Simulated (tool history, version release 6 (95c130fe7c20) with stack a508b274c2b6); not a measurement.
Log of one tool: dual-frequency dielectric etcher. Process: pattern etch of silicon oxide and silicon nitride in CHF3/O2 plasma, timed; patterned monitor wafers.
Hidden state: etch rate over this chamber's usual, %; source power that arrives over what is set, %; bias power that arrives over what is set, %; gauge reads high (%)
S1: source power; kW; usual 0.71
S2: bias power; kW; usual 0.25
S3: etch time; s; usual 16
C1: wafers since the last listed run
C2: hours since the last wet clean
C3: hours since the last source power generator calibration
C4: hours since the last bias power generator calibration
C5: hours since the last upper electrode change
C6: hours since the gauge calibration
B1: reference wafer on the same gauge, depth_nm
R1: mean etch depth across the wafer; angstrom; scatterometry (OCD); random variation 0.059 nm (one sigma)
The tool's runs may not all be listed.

run    hour    S1     S2    S3    C1     C2      C3      C4      C5      C6     B1     R1
  1       0  0.71   0.25    16     0  404.7  1893.9  2660.7  2898.4  2001.7   32.5    296
  2    63.5  0.71   0.25    16  1324  468.2  1957.4  2724.2  2961.9  2065.2  32.49  297.2
       71.6  -- gauge calibrated
       96.3  -- bias power generator calibrated
  3   117.4  0.71   0.25    16  1040  522.1  2011.3    21.1  3015.8    45.8  32.51  298.3
  4   152.7  0.71   0.25    16   736  557.4  2046.6    56.4  3051.1    81.1  32.49  298.5
      193.3  -- wet clean of the chamber
  5   193.8  0.71  0.231    16   356    0.5  2087.7    97.5  3092.2   122.2   32.5  286.2
  6   232.3  0.71  0.231    16   802     39  2126.2     136  3130.7   160.7   32.5  286.6
  7   280.9  0.85  0.285  18.5  1013   87.6  2174.8   184.6  3179.3   209.3   32.5  369.5
  8   347.7  0.66  0.193  11.5  1393  154.4  2241.6   251.4  3246.1   276.1  32.52  193.7
  9     394  0.71  0.207    20   965  200.7  2287.9   297.7  3292.4   322.4  32.51  350.7
      487.2  -- source power generator calibrated
 10     578  0.71  0.214    20  3754  384.7    90.8   481.7  3476.4   506.4  32.49  355.2
 11   646.9  0.83   0.25    11  1437  453.6   159.7   550.6  3545.3   575.3   32.5  213.2
      697.1  -- upper electrode replaced
      707.7  -- wet clean of the chamber
 12   708.2  0.71  0.197    16   556    0.5     221   611.9    11.1   636.6  32.49  273.3
 13   744.1  0.71   0.25    16   748   36.4   256.9   647.8      47   672.5  32.52  292.2
 14   783.2  0.83  0.295    20   815   75.5     296   686.9    86.1   711.6  32.51  399.9
 15   932.2  0.76  0.234  13.5  3107  224.5     445   835.9   235.1   860.6  32.51  248.6
 16  1000.7   0.6   0.19  19.5  1428    293   513.5   904.4   303.6   929.1  32.48  319.5
 17  1025.2  0.54  0.224    18   510  317.5     538   928.9   328.1   953.6  32.48  299.5
 18  1076.5  0.71   0.25    16  1069  368.8   589.3   980.2   379.4  1004.9  32.55  295.3
 19  1138.1  0.62   0.25    20  1284  430.4   650.9  1041.8     441  1066.5  32.52    358
 20  1167.7  0.78   0.25    16   617    460   680.5  1071.4   470.6  1096.1   32.5  304.8
     1204.7  -- wet clean of the chamber
 21  1223.8  0.62    0.3    14   669   19.1   736.6  1127.5   526.7  1152.2   32.5  259.8
 22  1285.1  0.71   0.25  19.5  1278   80.4   797.9  1188.8     588  1213.5  32.52  355.8
 23  1330.3  0.84  0.296    19   942  125.6   843.1    1234   633.2  1258.7   32.5  382.7
 24  1392.1  0.71   0.25    16  1288  187.4   904.9  1295.8     695  1320.5  32.51  292.6
 25  1420.7  0.71   0.25    16   596    216   933.5  1324.4   723.6  1349.1  32.47  294.5
 26  1492.2  0.71   0.25    16  1491  287.5    1005  1395.9   795.1  1420.6  32.51  295.1
 27  1536.8  0.71   0.25    16   930  332.1  1049.6  1440.5   839.7  1465.2  32.52  295.4
 28  1589.1  0.71   0.25    16  1090  384.4  1101.9  1492.8     892  1517.5  32.49  296.7

Measured less the same run without the tool's hidden state. The same run-to-run variation is in both; the gauge's scatter may not be:
run    R1
  1  +4.5
  2  +5.3
  3  +5.9
  4  +6.3
  5  +0.6
  6  +1.1
  7  +2.1
  8  +1.7
  9  +3.6
 10  +6.2
 11  +4.2
 12  -0.8
 13  -0.4
 14  +0.1
 15  +1.5
 16  +2.8
 17  +2.9
 18  +3.5
 19  +5.1
 20  +4.7
 21  -0.1
 22  +0.8
 23  +1.5
 24  +1.8
 25  +2.2
 26    +3
 27  +3.5
 28  +4.2
